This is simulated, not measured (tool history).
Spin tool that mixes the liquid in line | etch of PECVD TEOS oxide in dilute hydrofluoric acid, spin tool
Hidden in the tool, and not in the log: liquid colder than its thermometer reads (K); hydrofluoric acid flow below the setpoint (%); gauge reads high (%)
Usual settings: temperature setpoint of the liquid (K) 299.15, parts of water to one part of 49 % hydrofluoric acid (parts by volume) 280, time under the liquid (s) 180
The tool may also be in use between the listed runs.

| run | hour | temperature setpoint of the liquid (K) | parts of water to one part of 49 % hydrofluoric acid (parts by volume) | time under the liquid (s) | wafers since the last listed run | hours since the thermometer was replaced | hours since the hydrofluoric acid flow meter was replaced | hours since the gauge calibration | read-back film thickness of the PECVD TEOS oxide reference wafer, read on the same gauge (nm) | thickness taken off the PECVD TEOS oxide on a monitor wafer (angstrom) |
|---|---|---|---|---|---|---|---|---|---|---|
| 1 | 0.0 | 299.15 | 250 | 180 | 0 | 2533.5 | 1682.4 | 356.4 | 88.94 | 75.1 |
| 2 | 32.6 | 299.15 | 250 | 180 | 145 | 2566.1 | 1715.0 | 389.0 | 88.81 | 74.5 |
| 3 | 54.3 | 299.15 | 250 | 180 | 97 | 2587.8 | 1736.7 | 410.7 | 88.70 | 75.3 |
| 4 | 70.6 | 299.15 | 280 | 180 | 72 | 2604.1 | 1753.0 | 427.0 | 88.61 | 64.5 |
| 5 | 103.1 | 297.65 | 280 | 180 | 145 | 2636.6 | 1785.5 | 459.5 | 88.42 | 61.8 |
| 6 | 123.7 | 297.65 | 280 | 180 | 92 | 2657.2 | 1806.1 | 480.1 | 88.33 | 61.5 |
| 7 | 154.7 | 299.15 | 280 | 225 | 138 | 2688.2 | 1837.1 | 511.1 | 88.13 | 80.1 |
|  | 169.7 | thermometer replaced |
| 8 | 206.6 | 299.15 | 280 | 225 | 227 | 36.9 | 1889.0 | 563.0 | 87.75 | 79.7 |
| 9 | 220.5 | 299.15 | 280 | 225 | 62 | 50.8 | 1902.9 | 576.9 | 87.66 | 79.7 |
| 10 | 240.6 | 299.15 | 215 | 180 | 89 | 70.9 | 1923.0 | 597.0 | 87.46 | 88.6 |
| 11 | 261.8 | 299.15 | 215 | 180 | 94 | 92.1 | 1944.2 | 618.2 | 87.35 | 89.2 |
|  | 275.9 | gauge calibrated |
|  | 286.6 | hydrofluoric acid flow meter replaced |
| 12 | 288.6 | 299.15 | 280 | 180 | 115 | 118.9 | 2.0 | 12.7 | 89.95 | 65.6 |
| 13 | 306.6 | 299.15 | 185 | 95 | 80 | 136.9 | 20.0 | 30.7 | 89.93 | 58.0 |
| 14 | 330.5 | 299.15 | 315 | 180 | 106 | 160.8 | 43.9 | 54.6 | 89.89 | 56.5 |
| 15 | 357.5 | 296.65 | 415 | 270 | 120 | 187.8 | 70.9 | 81.6 | 89.90 | 53.3 |
| 16 | 381.2 | 296.15 | 395 | 180 | 106 | 211.5 | 94.6 | 105.3 | 89.86 | 38.0 |
| 17 | 406.3 | 303.15 | 410 | 120 | 112 | 236.6 | 119.7 | 130.4 | 89.84 | 29.6 |
| 18 | 421.8 | 294.15 | 360 | 125 | 69 | 252.1 | 135.2 | 145.9 | 89.80 | 27.3 |
| 19 | 438.5 | 299.15 | 150 | 215 | 74 | 268.8 | 151.9 | 162.6 | 89.75 | 167.0 |
| 20 | 464.8 | 299.15 | 200 | 100 | 117 | 295.1 | 178.2 | 188.9 | 89.70 | 55.5 |
| 21 | 500.8 | 299.15 | 280 | 180 | 161 | 331.1 | 214.2 | 224.9 | 89.60 | 64.6 |
| 22 | 532.8 | 302.65 | 140 | 260 | 143 | 363.1 | 246.2 | 256.9 | 89.50 | 250.1 |
| 23 | 545.0 | 296.65 | 190 | 220 | 54 | 375.3 | 258.4 | 269.1 | 89.46 | 119.4 |

3 ways to go on from here, each from the tool as it stands after run 23. What would each give?
| A | 545.5 | 299.15 | 280 | 180 | 2 | 375.8 | 258.9 | 269.6 | ? | ? |
| B | 545.5 | 299.15 | 200 | 180 | 2 | 375.8 | 258.9 | 269.6 | ? | ? |
| C | 545.5 | 299.15 | 175 | 180 | 2 | 375.8 | 258.9 | 269.6 | ? | ? |

| run | read-back film thickness of the PECVD TEOS oxide reference wafer, read on the same gauge (nm) | thickness taken off the PECVD TEOS oxide on a monitor wafer (angstrom) |
|---|---|---|
| A | 89.47 | 64.9 |
| B | 89.47 | 99.1 |
| C | 89.47 | 116.5 |
Without the tool's hidden state the same runs would have given:
| run | thickness taken off the PECVD TEOS oxide on a monitor wafer (angstrom) |
|---|---|
| A | 65.3 |
| B | 99.7 |
| C | 117.2 |
